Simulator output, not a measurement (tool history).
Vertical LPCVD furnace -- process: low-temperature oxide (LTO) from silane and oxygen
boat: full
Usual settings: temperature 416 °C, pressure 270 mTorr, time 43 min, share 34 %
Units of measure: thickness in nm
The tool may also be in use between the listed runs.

run,hour,temperature,pressure,time,share,"read-back reference wafer on the same gauge, thickness",thickness
1,0,416,215,43,34,465.96,347.49
2,19,416,215,43,34,465.94,347.07
3,48.4,416,215,43,34,465.97,346.37
4,78.8,416,270,43,34,466.12,440.44
5,98.9,416,270,43,34,466,441.45
6,125.8,416,270,43,34,466.12,440.96
7,152.8,416,270,43,34,466.08,439.77
8,168,416,270,36,34,466.1,367.86
# hour 210.1: pressure gauge zeroed
# hour 225.5: silane flow controller replaced
# hour 227.2: gauge calibrated
# hour 229.6: thermocouples replaced and temperature profile calibrated
9,230.1,408,300,56.5,32,465.95,570.19
10,234.2,412,270,43,34,465.75,441.17
11,238.2,416,270,43,34,465.91,461.77
12,242.3,406,270,48.5,34,466.11,465.59
13,269.1,412,270,31,39,466.1,378.54
14,294.1,424,205,37,37,465.82,364.35
15,312.7,416,205,29.5,34,466.07,239.43
16,334.9,416,270,43,34,465.95,460.58
17,369.6,416,270,43,34,466.1,461.26

Consider 4 possible next runs. They are alternatives, not a sequence: every one starts from the tool as it was left by run 17. What does each give?
A,373.7,416,270,43,30,?,?
B,373.7,405,300,43,30,?,?
C,373.7,422,225,32.5,41,?,?
D,373.7,423,325,43,40,?,?

run,"read-back reference wafer on the same gauge, thickness",thickness
A,466.01,388.49
B,466.01,381.12
C,466.01,386.61
D,466.01,729.88
Take away the tool's hidden state, keep each run's random variation, and the runs would have read:
run,thickness
A,393.61
B,385.63
C,392.73
D,737.85

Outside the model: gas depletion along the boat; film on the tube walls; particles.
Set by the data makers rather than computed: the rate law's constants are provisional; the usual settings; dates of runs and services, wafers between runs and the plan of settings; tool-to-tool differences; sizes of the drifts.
